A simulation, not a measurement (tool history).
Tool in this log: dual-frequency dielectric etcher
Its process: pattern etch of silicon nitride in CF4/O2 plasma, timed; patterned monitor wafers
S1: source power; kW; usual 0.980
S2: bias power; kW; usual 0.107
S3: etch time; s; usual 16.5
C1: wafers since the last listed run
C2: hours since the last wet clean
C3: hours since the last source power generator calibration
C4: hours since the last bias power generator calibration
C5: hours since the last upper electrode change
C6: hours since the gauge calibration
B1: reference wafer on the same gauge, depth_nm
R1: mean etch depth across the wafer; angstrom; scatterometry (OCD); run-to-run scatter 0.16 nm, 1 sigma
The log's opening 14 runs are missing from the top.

run	hour	S1	S2	S3	C1	C2	C3	C4	C5	C6	B1	R1
15	964.8	1.120	0.124	16.5	975	275.7	447.9	240.4	2121.4	1550.5	45.2	565
16	1006.5	0.810	0.107	14.5	632	317.4	489.6	282.1	2163.1	1592.2	45.2	391
17	1102.4	0.980	0.107	13.0	1454	413.3	585.5	378.0	2259.0	1688.1	45.2	390
# hour 1181.2: upper electrode replaced
18	1181.7	0.980	0.107	13.5	838	492.6	664.8	457.3	0.5	1767.4	45.2	406
19	1208.1	0.980	0.098	16.5	400	519.0	691.2	483.7	26.9	1793.8	45.2	481
# hour 1285.2: wet clean of the chamber
20	1300.6	0.980	0.107	16.5	1038	15.4	783.7	576.2	119.4	1886.3	45.2	496
# hour 1313.5: gauge calibrated
21	1408.1	0.980	0.107	16.5	1630	122.9	891.2	683.7	226.9	94.6	45.2	495
22	1465.4	0.980	0.082	16.5	869	180.2	948.5	741.0	284.2	151.9	45.3	452
23	1556.1	0.830	0.132	19.5	1375	270.9	1039.2	831.7	374.9	242.6	45.2	577
24	1602.6	0.980	0.131	16.5	705	317.4	1085.7	878.2	421.4	289.1	45.2	530
25	1661.8	1.150	0.126	14.5	897	376.6	1144.9	937.4	480.6	348.3	45.2	501
26	1727.9	1.110	0.107	16.5	1002	442.7	1211.0	1003.5	546.7	414.4	45.2	531
27	1780.3	0.980	0.117	13.5	794	495.1	1263.4	1055.9	599.1	466.8	45.2	415
28	1856.3	0.980	0.107	20.5	1152	571.1	1339.4	1131.9	675.1	542.8	45.3	615
# hour 1917.1: wet clean of the chamber
29	1936.6	0.980	0.107	16.5	853	19.5	1419.7	1212.2	755.4	623.1	45.2	490
30	1990.0	0.830	0.090	16.5	809	72.9	1473.1	1265.6	808.8	676.5	45.2	423

4 options for the next run, each taken on its own from the tool as it stands now. Forecast them:
A	1990.4	0.980	0.107	21.5	6	73.3	1473.5	1266.0	809.2	676.9	?	?
B	1990.4	0.780	0.130	19.5	6	73.3	1473.5	1266.0	809.2	676.9	?	?
C	1990.4	0.780	0.097	20.5	6	73.3	1473.5	1266.0	809.2	676.9	?	?
D	1990.4	0.800	0.133	21.0	6	73.3	1473.5	1266.0	809.2	676.9	?	?

run	B1	R1
A	45.2	642
B	45.2	552
C	45.2	524
D	45.2	607
What these runs would have given with no unlogged condition in the tool:
run	R1
A	651
B	561
C	531
D	617
